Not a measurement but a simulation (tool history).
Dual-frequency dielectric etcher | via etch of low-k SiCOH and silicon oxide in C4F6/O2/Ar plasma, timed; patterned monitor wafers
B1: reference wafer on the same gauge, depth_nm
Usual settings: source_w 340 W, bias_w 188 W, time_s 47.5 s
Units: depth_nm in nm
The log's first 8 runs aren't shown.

{"day": 12.383, "done": "bias power generator calibrated"}
{"run": 9, "day": 12.654, "source_w": 340, "bias_w": 167, "time_s": 54.5, "B1": 123.8, "depth_nm": 115.5}
{"day": 14.571, "done": "wet clean of the chamber"}
{"run": 10, "day": 15.508, "source_w": 340, "bias_w": 188, "time_s": 47.5, "B1": 124, "depth_nm": 107}
{"run": 11, "day": 18.046, "source_w": 340, "bias_w": 188, "time_s": 47.5, "B1": 124.1, "depth_nm": 107.7}
{"run": 12, "day": 21.038, "source_w": 340, "bias_w": 188, "time_s": 47.5, "B1": 124.1, "depth_nm": 107.5}
{"day": 23.204, "done": "source power generator calibrated"}
{"run": 13, "day": 23.946, "source_w": 400, "bias_w": 219, "time_s": 36, "B1": 123.9, "depth_nm": 91.1}
{"run": 14, "day": 26.183, "source_w": 340, "bias_w": 188, "time_s": 47.5, "B1": 124.1, "depth_nm": 107.4}
{"run": 15, "day": 27.483, "source_w": 300, "bias_w": 163, "time_s": 56.5, "B1": 124, "depth_nm": 115.4}
{"run": 16, "day": 29.625, "source_w": 390, "bias_w": 157, "time_s": 60, "B1": 123.9, "depth_nm": 127.1}
{"run": 17, "day": 31.846, "source_w": 270, "bias_w": 142, "time_s": 47.5, "B1": 123.9, "depth_nm": 88.1}
{"run": 18, "day": 33.617, "source_w": 310, "bias_w": 200, "time_s": 55.5, "B1": 124.1, "depth_nm": 127.5}
{"run": 19, "day": 34.804, "source_w": 340, "bias_w": 165, "time_s": 47.5, "B1": 123.9, "depth_nm": 99.7}

The next listed run, before its measurement:
{"run": 20, "day": 36.308, "source_w": 340, "bias_w": 188, "time_s": 47.5, "B1": "?", "depth_nm": "?"}

{"run 20": {"B1": 123.9, "depth_nm": 107.6}}
Without the tool's hidden state the same run would have given depth_nm 107.6 nm.
